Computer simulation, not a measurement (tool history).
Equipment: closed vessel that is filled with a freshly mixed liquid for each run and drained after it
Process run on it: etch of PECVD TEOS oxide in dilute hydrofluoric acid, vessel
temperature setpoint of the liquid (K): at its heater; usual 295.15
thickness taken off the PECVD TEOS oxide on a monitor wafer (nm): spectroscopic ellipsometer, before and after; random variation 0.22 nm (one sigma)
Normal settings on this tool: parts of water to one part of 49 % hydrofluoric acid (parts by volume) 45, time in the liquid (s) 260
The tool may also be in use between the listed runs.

run     day  temperature setpoint of the liquid (K)  parts of water to one part of 49 % hydrofluoric acid (parts by volume)  time in the liquid (s)  read-back film thickness of the PECVD TEOS oxide reference wafer, read on the same gauge (nm)  thickness taken off the PECVD TEOS oxide on a monitor wafer (nm)
  1       0                                  295.15                                                                      45                     260                                                                                          70.01                                                              40.8
  2   0.333                                  295.15                                                                      45                     260                                                                                             70                                                              40.9
  3   0.592                                  295.15                                                                      45                     260                                                                                          70.01                                                             41.01
  4   0.908                                  295.15                                                                      45                     260                                                                                             70                                                             40.74
  5   1.179                                  295.15                                                                      45                     260                                                                                          69.99                                                             40.94
  6   1.833                                  295.15                                                                      45                     260                                                                                          70.03                                                             40.75
  7   2.121                                  295.15                                                                      45                     205                                                                                          70.01                                                             32.21
  8   2.408                                  295.15                                                                      35                     260                                                                                          70.02                                                             53.04
  9   3.125                                  295.15                                                                      35                     260                                                                                          70.03                                                             53.24
 10   3.388                                  295.15                                                                      35                     260                                                                                             70                                                             53.49
 11   3.896                                  295.15                                                                      45                     260                                                                                          70.01                                                             40.72
 12   4.521                                  295.15                                                                      45                     260                                                                                             70                                                             40.47
 13   4.804                                  295.15                                                                      45                     260                                                                                          69.99                                                             40.58
 14   5.346                                  295.15                                                                      45                     260                                                                                          70.02                                                             40.73
      5.758  -- thermometer replaced
 15   6.083                                  292.65                                                                      45                     140                                                                                          69.98                                                             21.63
 16   6.712                                  292.65                                                                      45                     140                                                                                          70.02                                                             21.65
 17   7.375                                  293.15                                                                      50                     410                                                                                          69.99                                                             57.83
 18   7.796                                  295.15                                                                      50                     345                                                                                          70.01                                                             52.64
 19   8.838                                  295.15                                                                      40                     260                                                                                          69.99                                                             50.64
      9.304  -- gauge calibrated
 20    9.95                                  297.65                                                                      50                     165                                                                                             70                                                             27.92
     10.104  -- hydrofluoric acid flow meter replaced
 21  11.942                                  292.15                                                                      35                     220                                                                                          69.99                                                             48.15
 22  12.367                                  299.65                                                                      45                     195                                                                                          69.99                                                             44.91
 23  13.067                                  295.15                                                                      55                     325                                                                                          69.99                                                             50.05
 24  13.525                                  295.15                                                                      45                     125                                                                                          70.01                                                             23.97
 25  14.525                                  295.15                                                                      45                     260                                                                                          69.99                                                              49.3
 26  15.188                                  290.15                                                                      60                     185                                                                                             70                                                             20.89
 27  15.571                                  295.15                                                                      45                     260                                                                                          70.01                                                             49.34
 28  15.912                                  292.15                                                                      60                     300                                                                                          70.03                                                             36.89

The same runs without the tool's hidden state, with the same run-to-run variation:
Unlogged tool condition in this case: liquid colder than its thermometer reads (K); hydrofluoric acid flow below the setpoint (%); gauge reads high (%).
run  thickness taken off the PECVD TEOS oxide on a monitor wafer (nm)
  1                                                             51.04
  2                                                             51.18
  3                                                             51.37
  4                                                             51.07
  5                                                             51.37
  6                                                              51.2
  7                                                              40.5
  8                                                             66.71
  9                                                             67.09
 10                                                             67.46
 11                                                             51.45
 12                                                             51.22
 13                                                             51.38
 14                                                             51.66
 15                                                             24.75
 16                                                             24.81
 17                                                             66.44
 18                                                             60.56
 19                                                             58.33
 20                                                             32.31
 21                                                             49.53
 22                                                             46.24
 23                                                             51.63
 24                                                             24.75
 25                                                             51.04
 26                                                             21.66
 27                                                              51.2
 28                                                             38.33
